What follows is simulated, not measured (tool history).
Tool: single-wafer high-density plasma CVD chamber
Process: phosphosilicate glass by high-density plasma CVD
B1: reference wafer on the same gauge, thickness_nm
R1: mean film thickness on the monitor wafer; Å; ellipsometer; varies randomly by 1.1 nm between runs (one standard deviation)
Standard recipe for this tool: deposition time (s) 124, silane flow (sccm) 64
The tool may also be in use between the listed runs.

Run 1, hour 0.0: usual settings; B1 667.877. Result: R1 7741.60 Å.
Run 2, hour 17.6: usual settings but silane flow (sccm) 55; B1 667.556. Result: R1 6654.79 Å.
Run 3, hour 33.0: usual settings; B1 667.787. Result: R1 7739.75 Å.
Run 4, hour 50.4: usual settings; B1 668.136. Result: R1 7738.24 Å.
Run 5, hour 62.7: usual settings; B1 668.138. Result: R1 7740.21 Å.
Run 6, hour 75.9: usual settings; B1 668.002. Result: R1 7735.92 Å.
Run 7, hour 87.8: usual settings; B1 667.868. Result: R1 7748.47 Å.
Run 8, hour 105.7: usual settings; B1 668.035. Result: R1 7748.08 Å.
Run 9, hour 112.2: usual settings; B1 667.818. Result: R1 7729.05 Å.
Run 10, hour 125.0: usual settings but deposition time (s) 118; B1 668.275. Result: R1 7373.08 Å.
Run 11, hour 131.3: usual settings but deposition time (s) 118; B1 667.921. Result: R1 7368.13 Å.
Run 12, hour 137.8: usual settings but deposition time (s) 118; B1 667.918. Result: R1 7372.39 Å.
Run 13, hour 148.8: usual settings but silane flow (sccm) 73; B1 668.109. Result: R1 8839.65 Å.
Run 14, hour 159.6: usual settings but silane flow (sccm) 73; B1 667.910. Result: R1 8826.72 Å.
Run 15, hour 170.9: usual settings; B1 667.777. Result: R1 7752.56 Å.
Run 16, hour 179.4: usual settings but silane flow (sccm) 71; B1 667.690. Result: R1 8580.02 Å.
Run 17, hour 187.3: usual settings but silane flow (sccm) 71; B1 667.996. Result: R1 8596.39 Å.
Run 18, hour 204.9: usual settings but deposition time (s) 106, silane flow (sccm) 51; B1 668.010. Result: R1 5281.20 Å.
Run 19, hour 215.9: usual settings but deposition time (s) 107, silane flow (sccm) 55; B1 668.049. Result: R1 5750.43 Å.
Run 20, hour 225.2: usual settings but deposition time (s) 109, silane flow (sccm) 76; B1 667.862. Result: R1 8102.45 Å.
Run 21, hour 243.1: usual settings; B1 668.051. Result: R1 7757.42 Å.
Run 22, hour 257.4: usual settings but deposition time (s) 104, silane flow (sccm) 54; B1 667.902. Result: R1 5472.79 Å.
Run 23, hour 272.0: usual settings but deposition time (s) 110, silane flow (sccm) 57; B1 667.590. Result: R1 6137.98 Å.
Run 24, hour 279.4: usual settings but deposition time (s) 143, silane flow (sccm) 57; B1 667.990. Result: R1 7967.25 Å.
At hour 283.0: gauge calibrated.
Run 25, hour 285.9: usual settings but deposition time (s) 113, silane flow (sccm) 54; B1 668.066. Result: R1 5961.03 Å.
At hour 305.6: silane flow controller replaced.
Run 26, hour 306.1: usual settings but deposition time (s) 137, silane flow (sccm) 70; B1 668.234. Result: R1 8892.39 Å.
Run 27, hour 314.9: usual settings but deposition time (s) 102; B1 668.210. Result: R1 6011.92 Å.
Run 28, hour 323.8: usual settings but deposition time (s) 112, silane flow (sccm) 67; B1 667.838. Result: R1 6939.60 Å.
Run 29, hour 330.2: usual settings but deposition time (s) 112, silane flow (sccm) 53; B1 668.025. Result: R1 5492.39 Å.
Run 30, hour 345.9: usual settings; B1 668.022. Result: R1 7329.60 Å.
Run 31, hour 352.2: usual settings but deposition time (s) 133, silane flow (sccm) 54; B1 668.132. Result: R1 6654.91 Å.
Run 32, hour 368.0: usual settings but deposition time (s) 136, silane flow (sccm) 71; B1 667.983. Result: R1 8927.64 Å.
Run 33, hour 383.0: usual settings but deposition time (s) 102, silane flow (sccm) 59; B1 668.307. Result: R1 5568.00 Å.
Run 34, hour 398.6: usual settings but deposition time (s) 109, silane flow (sccm) 76; B1 668.013. Result: R1 7661.72 Å.

Alternative continuations, all from the tool just after run 34; predict every row:
Run A, hour 399.0: usual settings but deposition time (s) 136; B1 ?. Result: R1 ?.
Run B, hour 399.0: usual settings but deposition time (s) 142, silane flow (sccm) 57; B1 ?. Result: R1 ?.
Run C, hour 399.0: usual settings but deposition time (s) 100, silane flow (sccm) 73; B1 ?. Result: R1 ?.

run       B1       R1
  A  668.037  8040.87
  B  668.037  7477.35
  C  668.037  6743.84
Had the tool no hidden state, the same runs would have come out as:
run       R1
  A  8063.31
  B  7498.21
  C  6762.66

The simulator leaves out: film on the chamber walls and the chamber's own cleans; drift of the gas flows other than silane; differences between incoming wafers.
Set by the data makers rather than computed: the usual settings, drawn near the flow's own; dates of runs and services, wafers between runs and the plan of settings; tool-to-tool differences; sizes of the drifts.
